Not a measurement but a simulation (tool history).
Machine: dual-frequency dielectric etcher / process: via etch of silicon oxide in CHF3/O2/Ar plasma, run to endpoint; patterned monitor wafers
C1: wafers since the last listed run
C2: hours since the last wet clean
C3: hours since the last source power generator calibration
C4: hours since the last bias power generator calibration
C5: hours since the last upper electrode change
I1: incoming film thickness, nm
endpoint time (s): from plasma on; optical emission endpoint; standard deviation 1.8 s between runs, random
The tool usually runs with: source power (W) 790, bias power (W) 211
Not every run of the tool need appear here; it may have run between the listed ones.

Run 1, day 0.000: usual settings; C1 0; C2 69.3; C3 2946.9; C4 1163.9; C5 1721.3; I1 583.9. Result: endpoint time (s) 245.7.
Run 2, day 0.704: usual settings; C1 76; C2 86.2; C3 2963.8; C4 1180.8; C5 1738.2; I1 578.6. Result: endpoint time (s) 241.0.
Run 3, day 2.154: usual settings; C1 158; C2 121.0; C3 2998.6; C4 1215.6; C5 1773.0; I1 571.6. Result: endpoint time (s) 241.4.
Run 4, day 3.238: usual settings; C1 118; C2 147.0; C3 3024.6; C4 1241.6; C5 1799.0; I1 574.0. Result: endpoint time (s) 237.2.
Run 5, day 4.317: usual settings but source power (W) 670, bias power (W) 234; C1 117; C2 172.9; C3 3050.5; C4 1267.5; C5 1824.9; I1 580.4. Result: endpoint time (s) 238.2.
Run 6, day 5.225: usual settings; C1 99; C2 194.7; C3 3072.3; C4 1289.3; C5 1846.7; I1 577.4. Result: endpoint time (s) 238.2.
Run 7, day 8.492: usual settings; C1 356; C2 273.1; C3 3150.7; C4 1367.7; C5 1925.1; I1 575.6. Result: endpoint time (s) 237.8.
At day 9.892: source power generator calibrated.
Run 8, day 9.912: usual settings but bias power (W) 247; C1 137; C2 307.2; C3 0.5; C4 1401.8; C5 1959.2; I1 573.1. Result: endpoint time (s) 218.0.
At day 11.208: wet clean of the chamber.
Run 9, day 11.229: usual settings but source power (W) 700; C1 34; C2 0.5; C3 32.1; C4 1433.4; C5 1990.8; I1 573.9. Result: endpoint time (s) 248.4.
Run 10, day 11.562: usual settings but source power (W) 700; C1 36; C2 8.5; C3 40.1; C4 1441.4; C5 1998.8; I1 579.8. Result: endpoint time (s) 253.1.
Run 11, day 12.196: usual settings but source power (W) 870; C1 69; C2 23.7; C3 55.3; C4 1456.6; C5 2014.0; I1 569.0. Result: endpoint time (s) 233.8.
Run 12, day 13.638: usual settings but source power (W) 870; C1 157; C2 58.3; C3 89.9; C4 1491.2; C5 2048.6; I1 569.6. Result: endpoint time (s) 231.6.
Run 13, day 15.117: usual settings but source power (W) 870; C1 161; C2 93.8; C3 125.4; C4 1526.7; C5 2084.1; I1 585.0. Result: endpoint time (s) 234.6.
Run 14, day 16.208: usual settings but source power (W) 890, bias power (W) 255; C1 119; C2 120.0; C3 151.6; C4 1552.9; C5 2110.3; I1 578.6. Result: endpoint time (s) 214.3.
Run 15, day 17.150: usual settings; C1 102; C2 142.6; C3 174.2; C4 1575.5; C5 2132.9; I1 574.6. Result: endpoint time (s) 240.3.
At day 18.167: bias power generator calibrated.
Run 16, day 18.396: usual settings but source power (W) 880; C1 117; C2 172.5; C3 204.1; C4 5.5; C5 2162.8; I1 572.8. Result: endpoint time (s) 229.6.
Run 17, day 19.475: usual settings but bias power (W) 256; C1 117; C2 198.4; C3 230.0; C4 31.4; C5 2188.7; I1 578.4. Result: endpoint time (s) 216.8.
At day 20.579: upper electrode replaced.
Run 18, day 20.600: usual settings but source power (W) 710; C1 13; C2 225.4; C3 257.0; C4 58.4; C5 0.5; I1 570.2. Result: endpoint time (s) 240.6.
Run 19, day 21.488: usual settings; C1 96; C2 246.7; C3 278.3; C4 79.7; C5 21.8; I1 571.2. Result: endpoint time (s) 233.4.
Run 20, day 22.958: usual settings but source power (W) 670, bias power (W) 181; C1 160; C2 282.0; C3 313.6; C4 115.0; C5 57.1; I1 583.3. Result: endpoint time (s) 270.2.
Run 21, day 23.650: usual settings but source power (W) 870; C1 75; C2 298.6; C3 330.2; C4 131.6; C5 73.7; I1 573.5. Result: endpoint time (s) 228.3.
Run 22, day 24.571: usual settings; C1 100; C2 320.7; C3 352.3; C4 153.7; C5 95.8; I1 576.9. Result: endpoint time (s) 232.6.
Run 23, day 25.538: usual settings but source power (W) 700; C1 105; C2 343.9; C3 375.5; C4 176.9; C5 119.0; I1 579.4. Result: endpoint time (s) 241.9.
At day 26.692: wet clean of the chamber.
Run 24, day 26.712: usual settings; C1 19; C2 0.5; C3 403.7; C4 205.1; C5 147.2; I1 577.1. Result: endpoint time (s) 244.4.
Run 25, day 26.783: usual settings but source power (W) 650, bias power (W) 250; C1 7; C2 2.2; C3 405.4; C4 206.8; C5 148.9; I1 579.1. Result: endpoint time (s) 235.2.
Run 26, day 27.342: usual settings but source power (W) 960, bias power (W) 178; C1 61; C2 15.6; C3 418.8; C4 220.2; C5 162.3; I1 573.4. Result: endpoint time (s) 248.9.
Run 27, day 27.917: usual settings; C1 62; C2 29.4; C3 432.6; C4 234.0; C5 176.1; I1 572.8. Result: endpoint time (s) 242.6.
Run 28, day 28.762: usual settings but source power (W) 930, bias power (W) 250; C1 92; C2 49.7; C3 452.9; C4 254.3; C5 196.4; I1 578.2. Result: endpoint time (s) 215.9.
Run 29, day 30.083: usual settings; C1 144; C2 81.4; C3 484.6; C4 286.0; C5 228.1; I1 582.5. Result: endpoint time (s) 241.0.
Run 30, day 30.729: usual settings but source power (W) 720, bias power (W) 176; C1 70; C2 96.9; C3 500.1; C4 301.5; C5 243.6; I1 575.7. Result: endpoint time (s) 266.9.
Run 31, day 32.104: usual settings but source power (W) 850; C1 150; C2 129.9; C3 533.1; C4 334.5; C5 276.6; I1 577.3. Result: endpoint time (s) 238.1.
Run 32, day 32.662: usual settings but source power (W) 670, bias power (W) 196; C1 61; C2 143.3; C3 546.5; C4 347.9; C5 290.0; I1 579.6. Result: endpoint time (s) 257.6.
Run 33, day 33.388: usual settings; C1 79; C2 160.7; C3 563.9; C4 365.3; C5 307.4; I1 577.7. Result: endpoint time (s) 239.3.
Run 34, day 34.517: usual settings but source power (W) 690, bias power (W) 195; C1 123; C2 187.8; C3 591.0; C4 392.4; C5 334.5; I1 574.4. Result: endpoint time (s) 253.7.
Run 35, day 35.029: usual settings; C1 55; C2 200.1; C3 603.3; C4 404.7; C5 346.8; I1 581.0. Result: endpoint time (s) 238.2.
Run 36, day 35.554: usual settings but source power (W) 980; C1 57; C2 212.7; C3 615.9; C4 417.3; C5 359.4; I1 580.3. Result: endpoint time (s) 225.1.

A few steps of endpoint time (s) between consecutive runs. Split each: what settings, incoming material and random variation would produce without the hidden state, and what is left over for the hidden state, along with gauge scatter present in only one of the two compared results (measured, and without hidden state):
Hidden state at play: etch rate over this chamber's usual, %; source power that arrives over what is set, %; bias power that arrives over what is set, %.
Run 6 -> 7: nothing adjusted, nothing logged. endpoint time (s) -0.4: hidden state -2.1, all else +1.7.
Run 8 -> 9: source power (W) 790 -> 700, bias power (W) 247 -> 211, wet clean of the chamber. endpoint time (s) +30.4: hidden state +7.9, all else +22.5.
Run 19 -> 20: source power (W) 790 -> 670, bias power (W) 211 -> 181. endpoint time (s) +36.8: hidden state -2.0, all else +38.8.
Run 20 -> 21: source power (W) 670 -> 870, bias power (W) 181 -> 211. endpoint time (s) -41.9: hidden state +0.8, all else -42.7.
Run 23 -> 24: source power (W) 700 -> 790, wet clean of the chamber. endpoint time (s) +2.5: hidden state +9.0, all else -6.5.

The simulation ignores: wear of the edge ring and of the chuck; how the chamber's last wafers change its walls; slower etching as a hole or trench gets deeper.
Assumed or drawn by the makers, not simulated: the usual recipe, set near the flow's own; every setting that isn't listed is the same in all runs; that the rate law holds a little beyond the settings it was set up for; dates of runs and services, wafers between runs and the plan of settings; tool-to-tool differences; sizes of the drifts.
